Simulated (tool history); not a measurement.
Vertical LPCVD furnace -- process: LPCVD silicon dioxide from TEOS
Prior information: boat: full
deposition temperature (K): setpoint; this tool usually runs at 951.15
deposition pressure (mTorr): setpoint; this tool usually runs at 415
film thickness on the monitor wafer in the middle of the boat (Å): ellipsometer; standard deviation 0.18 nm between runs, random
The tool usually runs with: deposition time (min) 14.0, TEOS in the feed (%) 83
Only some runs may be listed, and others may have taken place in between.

run	day	deposition temperature (K)	deposition pressure (mTorr)	deposition time (min)	TEOS in the feed (%)	read-back reference wafer on the same gauge, thickness	film thickness on the monitor wafer in the middle of the boat (Å)
1	0.000	945.15	415	16.5	83	75.83	797.8
2	2.229	945.15	415	16.5	83	75.82	804.4
3	11.667	945.15	415	16.5	83	75.73	803.3
4	13.396	953.15	415	14.0	83	75.83	826.2
5	16.954	953.15	415	14.0	83	75.83	827.6
6	20.867	951.15	415	14.0	83	75.86	788.0
7	24.904	951.15	415	14.0	83	75.89	786.9
8	26.654	951.15	415	14.0	83	75.76	790.3
9	40.079	951.15	415	14.0	76	75.81	755.0
# day 41.438: thermocouples replaced and temperature profile calibrated
10	43.079	951.15	415	14.0	83	75.77	752.6
11	47.258	951.15	415	14.0	83	75.80	749.8
# day 48.179: gauge calibrated
12	51.408	951.15	415	14.0	83	75.87	754.2
13	53.858	946.15	415	14.0	83	75.72	665.7
14	57.850	951.15	415	14.0	97	75.81	815.8
# day 61.483: TEOS flow controller replaced
15	61.504	945.15	415	16.5	83	75.86	764.9
16	63.746	951.15	415	10.0	83	75.78	538.2
17	65.792	951.15	355	14.0	83	75.81	693.4
18	68.238	955.15	385	14.0	83	75.76	798.0
# day 72.254: pressure gauge zeroed
19	72.275	951.15	470	14.0	83	75.90	820.5
20	74.829	955.15	470	17.5	83	75.75	1131.6
21	78.567	951.15	415	11.0	83	75.86	606.6
22	81.496	958.15	365	9.5	94	75.85	617.5
23	85.754	951.15	415	14.0	83	75.84	769.0
24	87.408	951.15	415	14.0	83	75.72	771.3
25	91.767	951.15	355	9.0	83	75.83	457.4
26	94.288	943.15	480	10.5	83	75.81	513.0

Alternative continuations, all from the tool just after run 26; predict every row:
A	94.458	951.15	415	14.0	83	?	?
B	94.458	951.15	415	19.0	83	?	?
C	94.458	951.15	415	14.0	94	?	?
D	94.458	951.15	415	12.0	83	?	?
E	94.458	945.15	415	14.0	83	?	?

run	read-back reference wafer on the same gauge, thickness	film thickness on the monitor wafer in the middle of the boat (Å)
A	75.77	771.0
B	75.77	1046.4
C	75.77	820.5
D	75.77	660.9
E	75.77	665.8
Without the tool's hidden state the same runs would have given:
run	film thickness on the monitor wafer in the middle of the boat (Å)
A	758.9
B	1029.9
C	807.6
D	650.5
E	655.1
